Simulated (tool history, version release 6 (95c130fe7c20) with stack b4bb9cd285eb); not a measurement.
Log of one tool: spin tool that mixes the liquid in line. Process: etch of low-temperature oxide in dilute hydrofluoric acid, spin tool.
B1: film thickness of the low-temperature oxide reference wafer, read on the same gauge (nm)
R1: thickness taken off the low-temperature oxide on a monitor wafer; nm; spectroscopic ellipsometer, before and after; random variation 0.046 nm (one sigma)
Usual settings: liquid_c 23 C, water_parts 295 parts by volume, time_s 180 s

{"run": 1, "hour": 0.0, "liquid_c": 23, "water_parts": 295, "time_s": 180, "B1": 77.75, "R1": 11.3}
{"run": 2, "hour": 79.4, "liquid_c": 23, "water_parts": 295, "time_s": 180, "B1": 77.63, "R1": 11.28}
{"hour": 153.6, "done": "thermometer replaced"}
{"run": 3, "hour": 163.9, "liquid_c": 23, "water_parts": 295, "time_s": 180, "B1": 77.51, "R1": 11.19}
{"run": 4, "hour": 221.0, "liquid_c": 23, "water_parts": 295, "time_s": 180, "B1": 77.44, "R1": 11.3}
{"run": 5, "hour": 313.9, "liquid_c": 23, "water_parts": 210, "time_s": 180, "B1": 77.35, "R1": 17.18}
{"run": 6, "hour": 392.9, "liquid_c": 23, "water_parts": 295, "time_s": 180, "B1": 77.23, "R1": 11.18}
{"run": 7, "hour": 497.9, "liquid_c": 23, "water_parts": 295, "time_s": 180, "B1": 77.09, "R1": 11.22}
{"hour": 562.2, "done": "gauge calibrated"}
{"run": 8, "hour": 590.2, "liquid_c": 23, "water_parts": 295, "time_s": 180, "B1": 80.38, "R1": 11.63}
{"run": 9, "hour": 686.0, "liquid_c": 23, "water_parts": 295, "time_s": 180, "B1": 80.42, "R1": 11.64}
{"run": 10, "hour": 868.8, "liquid_c": 23, "water_parts": 295, "time_s": 180, "B1": 80.42, "R1": 11.63}
{"run": 11, "hour": 929.0, "liquid_c": 26.5, "water_parts": 295, "time_s": 245, "B1": 80.37, "R1": 17.92}
{"hour": 952.4, "done": "thermometer replaced"}
{"run": 12, "hour": 997.0, "liquid_c": 23, "water_parts": 295, "time_s": 285, "B1": 80.36, "R1": 18.42}
{"run": 13, "hour": 1084.9, "liquid_c": 23, "water_parts": 295, "time_s": 180, "B1": 80.4, "R1": 11.65}
{"run": 14, "hour": 1124.9, "liquid_c": 26, "water_parts": 335, "time_s": 285, "B1": 80.38, "R1": 17.43}
{"run": 15, "hour": 1169.3, "liquid_c": 23, "water_parts": 295, "time_s": 180, "B1": 80.37, "R1": 11.62}
{"run": 16, "hour": 1328.7, "liquid_c": 27.5, "water_parts": 360, "time_s": 215, "B1": 80.34, "R1": 12.44}
{"run": 17, "hour": 1621.8, "liquid_c": 23, "water_parts": 295, "time_s": 180, "B1": 80.22, "R1": 11.66}
{"run": 18, "hour": 1715.3, "liquid_c": 23, "water_parts": 295, "time_s": 265, "B1": 80.21, "R1": 17.11}
{"hour": 1766.6, "done": "thermometer replaced"}
{"run": 19, "hour": 1775.9, "liquid_c": 19.5, "water_parts": 295, "time_s": 180, "B1": 80.18, "R1": 10.25}
{"run": 20, "hour": 1841.6, "liquid_c": 26, "water_parts": 445, "time_s": 230, "B1": 80.13, "R1": 9.48}
{"hour": 1892.7, "done": "hydrofluoric acid flow meter replaced"}
{"run": 21, "hour": 1942.9, "liquid_c": 23, "water_parts": 295, "time_s": 180, "B1": 80.07, "R1": 11.64}
{"run": 22, "hour": 1989.7, "liquid_c": 18, "water_parts": 295, "time_s": 180, "B1": 80.04, "R1": 9.68}
{"run": 23, "hour": 2050.5, "liquid_c": 26.5, "water_parts": 295, "time_s": 245, "B1": 80, "R1": 17.81}
{"run": 24, "hour": 2137.4, "liquid_c": 20.5, "water_parts": 190, "time_s": 215, "B1": 79.98, "R1": 21.78}
{"run": 25, "hour": 2182.8, "liquid_c": 21, "water_parts": 160, "time_s": 85, "B1": 79.95, "R1": 10.68}

Forecast run 26:
{"run": 26, "hour": 2242.3, "liquid_c": 23, "water_parts": 295, "time_s": 180, "B1": "?", "R1": "?"}

{"run 26": {"B1": 79.96, "R1": 11.6}}
Without the tool's hidden state the same run would have given R1 11.62 nm.

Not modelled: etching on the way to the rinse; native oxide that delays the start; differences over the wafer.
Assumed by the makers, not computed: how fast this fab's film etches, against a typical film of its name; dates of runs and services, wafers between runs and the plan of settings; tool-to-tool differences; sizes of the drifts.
